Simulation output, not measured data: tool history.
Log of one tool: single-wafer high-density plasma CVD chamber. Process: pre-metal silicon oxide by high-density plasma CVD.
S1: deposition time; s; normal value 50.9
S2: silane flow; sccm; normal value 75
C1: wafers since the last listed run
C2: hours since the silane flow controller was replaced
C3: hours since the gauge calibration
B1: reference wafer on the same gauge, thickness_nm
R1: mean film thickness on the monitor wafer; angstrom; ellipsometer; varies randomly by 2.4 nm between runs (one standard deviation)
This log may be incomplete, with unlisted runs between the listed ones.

run     day    S1  S2    C1      C2      C3       B1       R1
  1       0  50.9  65     0  1563.5   890.9  445.253  3654.55
  2   2.312  44.1  81   682    1619   946.4   444.46   3968.4
  3   3.858  44.1  81   456  1656.1   983.5  444.732  3977.26
  4   8.321  44.1  81  1316  1763.2  1090.6  444.765  3974.92
  5  11.421  50.9  75   914  1837.6    1165  443.743   4268.3
  6  13.912  50.9  75   735  1897.4  1224.8  446.262  4227.75
  7  18.054  50.9  75  1222  1996.8  1324.2  445.008  4274.52
  8  21.983  48.4  75  1159  2091.1  1418.5   444.65   4068.1
     28.975  -- gauge calibrated
  9  34.258  48.4  75  3622  2385.7   126.8  444.227  4065.12
 10  36.658  50.9  75   708  2443.3   184.4  444.686  4272.39
 11  40.183  50.9  75  1040  2527.9     269  443.615  4282.59
 12  43.942  50.9  75  1109  2618.1   359.2  445.279  4319.48
 13  45.592  50.9  75   486  2657.7   398.8  444.882  4294.84
 14  48.833  50.9  75   956  2735.5   476.6  444.942  4279.78
     49.479  -- silane flow controller replaced
 15  52.325  55.6  62   931    68.3   560.4   445.13  3739.71
 16  56.221  59.9  86  1149   161.8   653.9  443.849  5695.69
 17  58.767  43.5  90   751   222.9     715   444.51  4281.08
 18  61.783  60.9  75   890   295.3   787.4  444.579  4966.67
 19  63.375  50.9  64   469   333.5   825.6  445.698  3612.06
 20  66.975  42.4  79  1062   419.9     912  444.905  3650.38
 21  69.912  59.8  62   866   490.4   982.5  444.472  4103.06
 22  72.233  50.9  69   684   546.1  1038.2  444.839  3836.83
 23  74.762  60.8  61   746   606.8  1098.9  445.185  4094.69
 24  78.196  50.9  75  1013   689.2  1181.3  444.448  4191.26
 25  79.742  59.8  71   456   726.3  1218.4  445.547  4698.36
 26  82.196  50.9  75   724   785.2  1277.3  445.656  4166.52
 27  86.675  53.7  83  1321   892.7  1384.8  445.454  4915.58

How would selected steps in R1 from run to run divide? Give the signed amount a tool lacking its hidden state would still show from settings, what came in and random variation, and the signed amount left for the hidden state, including any gauge scatter that is not in both of the compared results.
Hidden conditions of the tool in this case: delivered silane flow above the setpoint (%); gauge reads high (%).
Run 8 -> 9: gauge calibrated. R1 -2.98 angstrom: hidden state +19.23, all else -22.21.
Run 14 -> 15: S1 50.9 -> 55.6, S2 75 -> 62, silane flow controller replaced. R1 -540.07 angstrom: hidden state -136.86, all else -403.21.
Run 15 -> 16: S1 55.6 -> 59.9, S2 62 -> 86. R1 +1955.98 angstrom: hidden state +1.92, all else +1954.06.
Run 16 -> 17: S1 59.9 -> 43.5, S2 86 -> 90. R1 -1414.61 angstrom: hidden state -0.79, all else -1413.82.
